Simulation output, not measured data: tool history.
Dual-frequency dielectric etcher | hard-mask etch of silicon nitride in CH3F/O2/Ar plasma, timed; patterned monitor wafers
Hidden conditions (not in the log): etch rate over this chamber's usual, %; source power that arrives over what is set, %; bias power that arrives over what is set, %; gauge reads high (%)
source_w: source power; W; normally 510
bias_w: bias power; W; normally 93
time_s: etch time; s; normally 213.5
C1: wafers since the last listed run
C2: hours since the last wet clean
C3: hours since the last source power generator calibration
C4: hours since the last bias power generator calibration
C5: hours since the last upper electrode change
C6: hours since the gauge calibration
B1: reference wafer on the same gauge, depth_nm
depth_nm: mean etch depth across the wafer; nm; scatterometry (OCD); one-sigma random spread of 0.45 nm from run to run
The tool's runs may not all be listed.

Run 1, day 0.000: usual settings; C1 0; C2 60.2; C3 100.2; C4 2644.4; C5 4588.0; C6 365.9; B1 196.8. Result: depth_nm 164.6 nm.
Run 2, day 1.467: usual settings; C1 300; C2 95.4; C3 135.4; C4 2679.6; C5 4623.2; C6 401.1; B1 196.9. Result: depth_nm 165.0 nm.
Run 3, day 2.233: usual settings but bias_w 110 W; C1 157; C2 113.8; C3 153.8; C4 2698.0; C5 4641.6; C6 419.5; B1 197.1. Result: depth_nm 175.0 nm.
Run 4, day 3.312: usual settings but bias_w 110 W; C1 221; C2 139.7; C3 179.7; C4 2723.9; C5 4667.5; C6 445.4; B1 197.0. Result: depth_nm 175.7 nm.
At day 4.571: upper electrode replaced.
Run 5, day 4.592: usual settings but bias_w 110 W; C1 57; C2 170.4; C3 210.4; C4 2754.6; C5 0.5; C6 476.1; B1 197.2. Result: depth_nm 175.1 nm.
Run 6, day 5.108: usual settings; C1 105; C2 182.8; C3 222.8; C4 2767.0; C5 12.9; C6 488.5; B1 197.0. Result: depth_nm 165.9 nm.
Run 7, day 6.033: usual settings but source_w 450 W, bias_w 111 W; C1 189; C2 205.0; C3 245.0; C4 2789.2; C5 35.1; C6 510.7; B1 197.0. Result: depth_nm 171.1 nm.
Run 8, day 6.954: usual settings; C1 188; C2 227.1; C3 267.1; C4 2811.3; C5 57.2; C6 532.8; B1 196.8. Result: depth_nm 165.5 nm.
Run 9, day 8.238: usual settings but bias_w 81 W, time_s 195.5 s; C1 263; C2 257.9; C3 297.9; C4 2842.1; C5 88.0; C6 563.6; B1 197.1. Result: depth_nm 145.5 nm.
Run 10, day 9.479: usual settings but source_w 450 W, time_s 247.0 s; C1 254; C2 287.7; C3 327.7; C4 2871.9; C5 117.8; C6 593.4; B1 197.0. Result: depth_nm 187.8 nm.
At day 10.921: wet clean of the chamber.
Run 11, day 10.942: usual settings but bias_w 110 W; C1 94; C2 0.5; C3 362.8; C4 2907.0; C5 152.9; C6 628.5; B1 196.9. Result: depth_nm 172.8 nm.
Run 12, day 11.792: usual settings but bias_w 87 W, time_s 176.5 s; C1 174; C2 20.9; C3 383.2; C4 2927.4; C5 173.3; C6 648.9; B1 196.8. Result: depth_nm 133.7 nm.
Run 13, day 12.650: usual settings; C1 176; C2 41.5; C3 403.8; C4 2948.0; C5 193.9; C6 669.5; B1 196.9. Result: depth_nm 164.7 nm.
At day 12.650: gauge calibrated.
Run 14, day 13.950: usual settings but source_w 630 W, bias_w 76 W, time_s 238.0 s; C1 266; C2 72.7; C3 435.0; C4 2979.2; C5 225.1; C6 31.2; B1 197.3. Result: depth_nm 183.6 nm.
Run 15, day 15.162: usual settings but source_w 400 W, bias_w 100 W, time_s 260.5 s; C1 248; C2 101.8; C3 464.1; C4 3008.3; C5 254.2; C6 60.3; B1 197.1. Result: depth_nm 194.9 nm.
Run 16, day 15.854: usual settings but bias_w 84 W, time_s 170.0 s; C1 141; C2 118.4; C3 480.7; C4 3024.9; C5 270.8; C6 76.9; B1 197.1. Result: depth_nm 127.8 nm.
At day 17.383: bias power generator calibrated.
Run 17, day 17.404: usual settings but source_w 450 W, time_s 241.5 s; C1 283; C2 155.6; C3 517.9; C4 0.5; C5 308.0; C6 114.1; B1 196.9. Result: depth_nm 182.5 nm.
Run 18, day 18.675: usual settings but source_w 420 W, bias_w 107 W, time_s 266.5 s; C1 260; C2 186.1; C3 548.4; C4 31.0; C5 338.5; C6 144.6; B1 196.8. Result: depth_nm 207.4 nm.
Run 19, day 19.496: usual settings but source_w 580 W, bias_w 72 W; C1 168; C2 205.8; C3 568.1; C4 50.7; C5 358.2; C6 164.3; B1 197.0. Result: depth_nm 158.9 nm.
Run 20, day 20.721: usual settings but time_s 161.5 s; C1 251; C2 235.2; C3 597.5; C4 80.1; C5 387.6; C6 193.7; B1 197.1. Result: depth_nm 125.7 nm.
Run 21, day 21.812: usual settings but bias_w 73 W, time_s 233.5 s; C1 223; C2 261.4; C3 623.7; C4 106.3; C5 413.8; C6 219.9; B1 197.2. Result: depth_nm 169.1 nm.
Run 22, day 22.404: usual settings but source_w 460 W, bias_w 107 W, time_s 260.0 s; C1 121; C2 275.6; C3 637.9; C4 120.5; C5 428.0; C6 234.1; B1 197.1. Result: depth_nm 205.9 nm.
Run 23, day 23.275: usual settings but source_w 420 W; C1 178; C2 296.5; C3 658.8; C4 141.4; C5 448.9; C6 255.0; B1 197.1. Result: depth_nm 159.7 nm.
Run 24, day 24.479: usual settings; C1 247; C2 325.4; C3 687.7; C4 170.3; C5 477.8; C6 283.9; B1 196.8. Result: depth_nm 166.6 nm.
Run 25, day 25.904: usual settings; C1 292; C2 359.6; C3 721.9; C4 204.5; C5 512.0; C6 318.1; B1 197.0. Result: depth_nm 167.3 nm.
Run 26, day 26.612: usual settings but source_w 480 W, bias_w 103 W; C1 145; C2 376.6; C3 738.9; C4 221.5; C5 529.0; C6 335.1; B1 197.0. Result: depth_nm 169.7 nm.
At day 28.654: wet clean of the chamber.
Run 27, day 28.675: usual settings; C1 217; C2 0.5; C3 788.4; C4 271.0; C5 578.5; C6 384.6; B1 197.0. Result: depth_nm 164.2 nm.
Run 28, day 28.908: usual settings; C1 47; C2 6.1; C3 794.0; C4 276.6; C5 584.1; C6 390.2; B1 197.0. Result: depth_nm 164.6 nm.
Run 29, day 29.688: usual settings but source_w 480 W, time_s 163.0 s; C1 159; C2 24.8; C3 812.7; C4 295.3; C5 602.8; C6 408.9; B1 196.9. Result: depth_nm 123.5 nm.

Forecast each of these 5 alternatives for the next run:
Run A, day 29.708: usual settings; C1 4; C2 25.3; C3 813.2; C4 295.8; C5 603.3; C6 409.4; B1 ?. Result: depth_nm ?.
Run B, day 29.708: usual settings but source_w 410 W, bias_w 107 W, time_s 154.0 s; C1 4; C2 25.3; C3 813.2; C4 295.8; C5 603.3; C6 409.4; B1 ?. Result: depth_nm ?.
Run C, day 29.708: usual settings but bias_w 114 W; C1 4; C2 25.3; C3 813.2; C4 295.8; C5 603.3; C6 409.4; B1 ?. Result: depth_nm ?.
Run D, day 29.708: usual settings but source_w 610 W; C1 4; C2 25.3; C3 813.2; C4 295.8; C5 603.3; C6 409.4; B1 ?. Result: depth_nm ?.
Run E, day 29.708: usual settings but source_w 390 W, bias_w 78 W, time_s 231.5 s; C1 4; C2 25.3; C3 813.2; C4 295.8; C5 603.3; C6 409.4; B1 ?. Result: depth_nm ?.

run     B1  depth_nm
  A  197.0     164.3
  B  197.0     117.7
  C  197.0     175.4
  D  197.0     172.0
  E  197.0     158.4
Stripped of hidden state, with their random variation kept, the same runs would have yielded:
run  depth_nm
  A     164.3
  B     117.7
  C     175.4
  D     172.0
  E     158.4
